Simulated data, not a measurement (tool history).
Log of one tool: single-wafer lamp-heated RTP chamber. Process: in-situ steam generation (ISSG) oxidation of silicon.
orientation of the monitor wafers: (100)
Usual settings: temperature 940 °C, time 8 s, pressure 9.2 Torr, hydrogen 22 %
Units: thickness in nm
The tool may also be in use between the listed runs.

run    hour  temperature  time  pressure  hydrogen  read-back reference wafer on the same gauge, thickness  thickness
  1     0.0          940     8       9.2        22                                                   2.735      3.086
  2    90.0          940     8       9.2        22                                                   2.737      3.079
  3   182.0          940     8       9.2        22                                                   2.738      3.083
  4   491.5          940     7       9.2        22                                                   2.747      2.958
      513.4  -- pyrometer window cleaned and pyrometer calibrated
  5   556.5          940     7       9.2        22                                                   2.746      2.958
  6   593.7          940     7       9.2        22                                                   2.750      2.949
  7   648.1          940     8       9.2        22                                                   2.750      3.104
  8   734.2          940     8       9.2        22                                                   2.751      3.086
  9   797.8          940     8       9.2        22                                                   2.751      3.098
      819.2  -- hydrogen flow controller replaced
 10   883.1          940     8       9.2        22                                                   2.749      3.084
 11   976.2          940     8       9.2        22                                                   2.751      3.094
 12  1051.8          940     9       9.2        22                                                   2.752      3.227
     1084.1  -- pyrometer window cleaned and pyrometer calibrated
 13  1154.9          940     8       9.2        22                                                   2.757      3.093
 14  1256.5          940     8       9.2        22                                                   2.754      3.097
 15  1304.0          925     8       8.3        22                                                   2.756      3.046
 16  1373.1          945     8       8.5        22                                                   2.753      3.160
 17  1470.2          940     8       9.2        22                                                   2.754      3.106
     1522.3  -- gauge calibrated
 18  1575.3          958     6      10.2        27                                                   2.720      2.957
     1661.4  -- pyrometer window cleaned and pyrometer calibrated
 19  1663.1          940     8       9.2        15                                                   2.728      2.806
 20  1759.9          952     9       7.9        29                                                   2.736      3.576
 21  1827.1          940     8       9.8        22                                                   2.736      3.033
     1917.8  -- pressure gauge zeroed
 22  1934.1          955     8       9.2        17                                                   2.745      2.984
 23  1993.8          926     6       9.2        22                                                   2.750      2.737
 24  2091.0          940     6       9.2        22                                                   2.753      2.803
 25  2171.3          940     6       9.2        26                                                   2.759      2.925
 26  2250.3          920     8       9.2        29                                                   2.758      3.217
 27  2295.4          940     8       9.2        22                                                   2.756      3.108
     2335.7  -- pyrometer window cleaned and pyrometer calibrated
 28  2338.4          928    10       8.4        17                                                   2.761      3.102
 29  2394.9          928     8       9.2        25                                                   2.764      3.160
 30  2500.6          940     8       9.2        22                                                   2.766      3.116
 31  2540.2          940     8       9.2        22                                                   2.768      3.120

Measured less the same run without the tool's hidden state. The same run-to-run variation is in both; the gauge's scatter may not be:
The hidden state here: true wafer temperature minus pyrometer reading, K; true pressure minus gauge reading, Torr; deviation of the hydrogen flow from its setpoint, %; gauge reads high (%).
run  thickness
  1     +0.038
  2     +0.042
  3     +0.045
  4     +0.050
  5     +0.051
  6     +0.052
  7     +0.055
  8     +0.056
  9     +0.057
 10     +0.057
 11     +0.058
 12     +0.062
 13     +0.060
 14     +0.061
 15     +0.060
 16     +0.063
 17     +0.062
 18     +0.022
 19     +0.029
 20     +0.046
 21     +0.043
 22     +0.049
 23     +0.048
 24     +0.054
 25     +0.059
 26     +0.068
 27     +0.067
 28     +0.068
 29     +0.071
 30     +0.073
 31     +0.074
